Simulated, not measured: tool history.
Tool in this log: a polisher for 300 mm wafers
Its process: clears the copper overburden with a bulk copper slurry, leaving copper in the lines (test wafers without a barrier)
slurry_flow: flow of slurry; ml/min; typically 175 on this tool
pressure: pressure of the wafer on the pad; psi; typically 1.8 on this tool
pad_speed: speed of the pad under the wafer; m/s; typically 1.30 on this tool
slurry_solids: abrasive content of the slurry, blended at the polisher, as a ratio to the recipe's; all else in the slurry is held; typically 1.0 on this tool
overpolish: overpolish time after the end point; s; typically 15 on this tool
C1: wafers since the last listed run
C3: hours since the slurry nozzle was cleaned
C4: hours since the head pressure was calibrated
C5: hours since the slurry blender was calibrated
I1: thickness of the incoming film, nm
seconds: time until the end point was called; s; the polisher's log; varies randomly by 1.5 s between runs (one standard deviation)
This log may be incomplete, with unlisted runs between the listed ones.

run 1 day=0.000 | slurry_flow=175 pressure=2.1 pad_speed=1.50 slurry_solids=1.0 overpolish=15 | C1=0 wafers_polished_on_this_pad=1281 C3=108.9 C4=716.7 C5=73.0 | I1=667.5 | seconds=71.4
-- day=1.788 head pressure recalibrated
run 2 day=2.046 | slurry_flow=175 pressure=1.8 pad_speed=1.30 slurry_solids=1.0 overpolish=15 | C1=417 wafers_polished_on_this_pad=1699 C3=158.0 C4=6.2 C5=122.1 | I1=664.0 | seconds=97.7
run 3 day=4.067 | slurry_flow=175 pressure=1.8 pad_speed=1.30 slurry_solids=1.0 overpolish=15 | C1=430 wafers_polished_on_this_pad=2129 C3=206.5 C4=54.7 C5=170.6 | I1=658.6 | seconds=99.3
run 4 day=6.083 | slurry_flow=175 pressure=1.8 pad_speed=1.30 slurry_solids=1.0 overpolish=9 | C1=429 wafers_polished_on_this_pad=2558 C3=254.9 C4=103.1 C5=219.0 | I1=662.9 | seconds=103.7
-- day=6.567 worn pad replaced by a new one
run 5 day=7.908 | slurry_flow=175 pressure=1.8 pad_speed=1.30 slurry_solids=1.0 overpolish=15 | C1=353 wafers_polished_on_this_pad=285 C3=298.7 C4=146.9 C5=262.8 | I1=665.9 | seconds=102.7
run 6 day=9.388 | slurry_flow=175 pressure=1.8 pad_speed=1.30 slurry_solids=1.0 overpolish=15 | C1=314 wafers_polished_on_this_pad=600 C3=334.2 C4=182.4 C5=298.3 | I1=667.7 | seconds=104.8
-- day=10.462 slurry blender recalibrated
run 7 day=11.142 | slurry_flow=175 pressure=1.8 pad_speed=1.30 slurry_solids=1.0 overpolish=15 | C1=355 wafers_polished_on_this_pad=956 C3=376.3 C4=224.5 C5=16.3 | I1=663.4 | seconds=94.4
run 8 day=13.558 | slurry_flow=175 pressure=1.8 pad_speed=1.30 slurry_solids=1.0 overpolish=15 | C1=514 wafers_polished_on_this_pad=1470 C3=434.3 C4=282.5 C5=74.3 | I1=666.5 | seconds=96.0
run 9 day=14.946 | slurry_flow=175 pressure=1.8 pad_speed=1.30 slurry_solids=1.0 overpolish=15 | C1=295 wafers_polished_on_this_pad=1766 C3=467.6 C4=315.8 C5=107.6 | I1=676.5 | seconds=98.3
run 10 day=17.717 | slurry_flow=175 pressure=1.8 pad_speed=1.30 slurry_solids=1.0 overpolish=15 | C1=589 wafers_polished_on_this_pad=2356 C3=534.1 C4=382.3 C5=174.1 | I1=672.4 | seconds=100.1
run 11 day=19.467 | slurry_flow=175 pressure=1.8 pad_speed=1.30 slurry_solids=1.2 overpolish=15 | C1=372 wafers_polished_on_this_pad=2728 C3=576.1 C4=424.3 C5=216.1 | I1=663.4 | seconds=98.4
-- day=20.367 slurry nozzle cleaned
run 12 day=20.725 | slurry_flow=175 pressure=1.8 pad_speed=1.30 slurry_solids=1.0 overpolish=15 | C1=259 wafers_polished_on_this_pad=2987 C3=8.6 C4=454.5 C5=246.3 | I1=678.9 | seconds=104.7
-- day=22.079 worn pad replaced by a new one
run 13 day=22.554 | slurry_flow=175 pressure=1.8 pad_speed=1.30 slurry_solids=1.0 overpolish=15 | C1=353 wafers_polished_on_this_pad=101 C3=52.5 C4=498.4 C5=290.2 | I1=657.3 | seconds=101.4
run 14 day=24.617 | slurry_flow=175 pressure=1.8 pad_speed=1.44 slurry_solids=1.0 overpolish=15 | C1=439 wafers_polished_on_this_pad=540 C3=102.0 C4=547.9 C5=339.7 | I1=657.3 | seconds=92.2
-- day=25.392 slurry blender recalibrated
run 15 day=25.992 | slurry_flow=175 pressure=1.4 pad_speed=1.72 slurry_solids=1.0 overpolish=24 | C1=274 wafers_polished_on_this_pad=815 C3=135.0 C4=580.9 C5=14.4 | I1=672.5 | seconds=94.3
run 16 day=28.967 | slurry_flow=175 pressure=1.8 pad_speed=1.30 slurry_solids=1.2 overpolish=15 | C1=633 wafers_polished_on_this_pad=1448 C3=206.4 C4=652.3 C5=85.8 | I1=659.8 | seconds=93.4
run 17 day=30.104 | slurry_flow=155 pressure=2.3 pad_speed=1.30 slurry_solids=1.0 overpolish=15 | C1=242 wafers_polished_on_this_pad=1690 C3=233.7 C4=679.6 C5=113.1 | I1=666.1 | seconds=79.0

Run 18 comes next. What will it give?
-- day=33.196 head pressure recalibrated
run 18 day=34.362 | slurry_flow=125 pressure=1.3 pad_speed=1.30 slurry_solids=1.1 overpolish=19 | C1=888 wafers_polished_on_this_pad=2579 C3=335.9 C4=28.0 C5=215.3 | I1=669.1 | seconds=?

{"run 18": {"seconds": 146.6}}
With no hidden state in the tool, this same run would have given seconds 133.9 s.

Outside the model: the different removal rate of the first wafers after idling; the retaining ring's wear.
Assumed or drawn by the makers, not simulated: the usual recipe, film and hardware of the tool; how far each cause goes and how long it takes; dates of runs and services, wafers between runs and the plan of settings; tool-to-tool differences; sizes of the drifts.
